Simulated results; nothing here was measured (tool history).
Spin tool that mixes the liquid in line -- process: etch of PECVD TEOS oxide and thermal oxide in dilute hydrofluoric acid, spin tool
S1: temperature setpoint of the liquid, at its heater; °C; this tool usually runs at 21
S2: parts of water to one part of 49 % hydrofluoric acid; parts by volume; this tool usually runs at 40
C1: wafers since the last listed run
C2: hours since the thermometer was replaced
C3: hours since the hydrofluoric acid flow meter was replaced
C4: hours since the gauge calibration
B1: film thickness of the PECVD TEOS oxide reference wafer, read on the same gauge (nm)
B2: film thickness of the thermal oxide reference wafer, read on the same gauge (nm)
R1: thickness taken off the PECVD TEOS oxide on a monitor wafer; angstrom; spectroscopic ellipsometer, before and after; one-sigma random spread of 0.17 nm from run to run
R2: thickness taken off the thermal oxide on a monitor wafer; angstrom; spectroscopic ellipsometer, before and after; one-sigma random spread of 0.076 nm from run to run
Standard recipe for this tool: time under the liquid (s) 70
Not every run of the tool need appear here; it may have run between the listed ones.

{"run": 1, "hour": 0.0, "S1": 21, "S2": 40, "time under the liquid (s)": 70, "C1": 0, "C2": 2273.2, "C3": 1811.1, "C4": 890.6, "B1": 90.01, "B2": 30, "R1": 227.4, "R2": 72.4}
{"run": 2, "hour": 40.9, "S1": 21, "S2": 40, "time under the liquid (s)": 70, "C1": 349, "C2": 2314.1, "C3": 1852, "C4": 931.5, "B1": 89.95, "B2": 30, "R1": 230.5, "R2": 69.7}
{"run": 3, "hour": 77.9, "S1": 21, "S2": 40, "time under the liquid (s)": 70, "C1": 316, "C2": 2351.1, "C3": 1889, "C4": 968.5, "B1": 89.99, "B2": 30.02, "R1": 226.7, "R2": 69.7}
{"hour": 157.9, "done": "hydrofluoric acid flow meter replaced"}
{"run": 4, "hour": 181.8, "S1": 21, "S2": 40, "time under the liquid (s)": 70, "C1": 880, "C2": 2455, "C3": 23.9, "C4": 1072.4, "B1": 90.01, "B2": 30, "R1": 225, "R2": 70.5}
{"run": 5, "hour": 244.8, "S1": 21, "S2": 40, "time under the liquid (s)": 70, "C1": 538, "C2": 2518, "C3": 86.9, "C4": 1135.4, "B1": 89.98, "B2": 30.02, "R1": 226.6, "R2": 70.7}
{"run": 6, "hour": 339.8, "S1": 19.5, "S2": 40, "time under the liquid (s)": 70, "C1": 812, "C2": 2613, "C3": 181.9, "C4": 1230.4, "B1": 89.97, "B2": 30.01, "R1": 212, "R2": 65.3}
{"run": 7, "hour": 439.4, "S1": 21, "S2": 40, "time under the liquid (s)": 70, "C1": 851, "C2": 2712.6, "C3": 281.5, "C4": 1330, "B1": 90.02, "B2": 29.99, "R1": 222.9, "R2": 71}
{"hour": 466.6, "done": "thermometer replaced"}
{"run": 8, "hour": 482.7, "S1": 24.5, "S2": 50, "time under the liquid (s)": 50, "C1": 361, "C2": 16.1, "C3": 324.8, "C4": 1373.3, "B1": 90.03, "B2": 29.99, "R1": 159, "R2": 49.5}
{"run": 9, "hour": 522.4, "S1": 21, "S2": 40, "time under the liquid (s)": 70, "C1": 339, "C2": 55.8, "C3": 364.5, "C4": 1413, "B1": 89.99, "B2": 30.02, "R1": 244.1, "R2": 76.1}
{"run": 10, "hour": 595.1, "S1": 21, "S2": 40, "time under the liquid (s)": 70, "C1": 621, "C2": 128.5, "C3": 437.2, "C4": 1485.7, "B1": 90.01, "B2": 29.98, "R1": 242.4, "R2": 76.2}
{"run": 11, "hour": 631.6, "S1": 23.5, "S2": 25, "time under the liquid (s)": 50, "C1": 312, "C2": 165, "C3": 473.7, "C4": 1522.2, "B1": 90.04, "B2": 30.02, "R1": 310.2, "R2": 98.9}
{"run": 12, "hour": 690.1, "S1": 21, "S2": 40, "time under the liquid (s)": 70, "C1": 500, "C2": 223.5, "C3": 532.2, "C4": 1580.7, "B1": 89.99, "B2": 29.99, "R1": 242.2, "R2": 76.2}
{"hour": 749.0, "done": "gauge calibrated"}
{"run": 13, "hour": 768.9, "S1": 17, "S2": 25, "time under the liquid (s)": 30, "C1": 674, "C2": 302.3, "C3": 611, "C4": 19.9, "B1": 90.05, "B2": 30.01, "R1": 143.5, "R2": 44.4}
{"run": 14, "hour": 865.0, "S1": 23, "S2": 55, "time under the liquid (s)": 100, "C1": 822, "C2": 398.4, "C3": 707.1, "C4": 116, "B1": 90.01, "B2": 29.98, "R1": 268.8, "R2": 84}
{"run": 15, "hour": 921.5, "S1": 19.5, "S2": 40, "time under the liquid (s)": 40, "C1": 483, "C2": 454.9, "C3": 763.6, "C4": 172.5, "B1": 90.04, "B2": 29.99, "R1": 128.3, "R2": 40.4}
{"run": 16, "hour": 1018.2, "S1": 21, "S2": 40, "time under the liquid (s)": 70, "C1": 827, "C2": 551.6, "C3": 860.3, "C4": 269.2, "B1": 89.96, "B2": 30.01, "R1": 239.2, "R2": 75.4}
{"run": 17, "hour": 1109.7, "S1": 17.5, "S2": 35, "time under the liquid (s)": 70, "C1": 782, "C2": 643.1, "C3": 951.8, "C4": 360.7, "B1": 90.04, "B2": 30.01, "R1": 237.1, "R2": 75.6}
{"run": 18, "hour": 1196.6, "S1": 21, "S2": 35, "time under the liquid (s)": 40, "C1": 743, "C2": 730, "C3": 1038.7, "C4": 447.6, "B1": 90.01, "B2": 30.02, "R1": 157.5, "R2": 49.1}
{"run": 19, "hour": 1236.2, "S1": 18.5, "S2": 45, "time under the liquid (s)": 105, "C1": 338, "C2": 769.6, "C3": 1078.3, "C4": 487.2, "B1": 90.03, "B2": 30, "R1": 281, "R2": 88.9}
{"run": 20, "hour": 1292.3, "S1": 21, "S2": 40, "time under the liquid (s)": 55, "C1": 479, "C2": 825.7, "C3": 1134.4, "C4": 543.3, "B1": 89.99, "B2": 30.01, "R1": 187.8, "R2": 59.6}
{"run": 21, "hour": 1355.7, "S1": 22.5, "S2": 55, "time under the liquid (s)": 50, "C1": 542, "C2": 889.1, "C3": 1197.8, "C4": 606.7, "B1": 89.99, "B2": 30, "R1": 128.9, "R2": 41}
{"run": 22, "hour": 1457.0, "S1": 18.5, "S2": 20, "time under the liquid (s)": 90, "C1": 866, "C2": 990.4, "C3": 1299.1, "C4": 708, "B1": 89.98, "B2": 30.01, "R1": 560.8, "R2": 176.9}
{"run": 23, "hour": 1534.0, "S1": 19, "S2": 40, "time under the liquid (s)": 90, "C1": 658, "C2": 1067.4, "C3": 1376.1, "C4": 785, "B1": 90.03, "B2": 30, "R1": 278.7, "R2": 87.9}
{"run": 24, "hour": 1596.5, "S1": 22.5, "S2": 40, "time under the liquid (s)": 95, "C1": 534, "C2": 1129.9, "C3": 1438.6, "C4": 847.5, "B1": 90.03, "B2": 30.01, "R1": 339.6, "R2": 108.6}
{"run": 25, "hour": 1687.6, "S1": 18.5, "S2": 40, "time under the liquid (s)": 95, "C1": 779, "C2": 1221, "C3": 1529.7, "C4": 938.6, "B1": 90, "B2": 29.98, "R1": 286.5, "R2": 90.3}

5 options for the next run, each taken on its own from the tool as it stands now. Forecast them:
{"run": "A", "hour": 1688.0, "S1": 21, "S2": 40, "time under the liquid (s)": 70, "C1": 3, "C2": 1221.4, "C3": 1530.1, "C4": 939, "B1": "?", "B2": "?", "R1": "?", "R2": "?"}
{"run": "B", "hour": 1688.0, "S1": 21, "S2": 50, "time under the liquid (s)": 60, "C1": 3, "C2": 1221.4, "C3": 1530.1, "C4": 939, "B1": "?", "B2": "?", "R1": "?", "R2": "?"}
{"run": "C", "hour": 1688.0, "S1": 22.5, "S2": 30, "time under the liquid (s)": 55, "C1": 3, "C2": 1221.4, "C3": 1530.1, "C4": 939, "B1": "?", "B2": "?", "R1": "?", "R2": "?"}
{"run": "D", "hour": 1688.0, "S1": 23, "S2": 40, "time under the liquid (s)": 55, "C1": 3, "C2": 1221.4, "C3": 1530.1, "C4": 939, "B1": "?", "B2": "?", "R1": "?", "R2": "?"}
{"run": "E", "hour": 1688.0, "S1": 21, "S2": 40, "time under the liquid (s)": 35, "C1": 3, "C2": 1221.4, "C3": 1530.1, "C4": 939, "B1": "?", "B2": "?", "R1": "?", "R2": "?"}

run=A B1=89.97 B2=29.99 R1=233.2 R2=73.3
run=B B1=89.97 B2=29.99 R1=158 R2=49.6
run=C B1=89.97 B2=29.99 R1=263.7 R2=82.8
run=D B1=89.97 B2=29.99 R1=199.5 R2=62.7
run=E B1=89.97 B2=29.99 R1=116.6 R2=36.6
Take away the tool's hidden state, keep each run's random variation, and the runs would have read:
run=A R1=243.4 R2=76.4
run=B R1=164.8 R2=51.8
run=C R1=275.1 R2=86.4
run=D R1=208 R2=65.3
run=E R1=121.7 R2=38.2
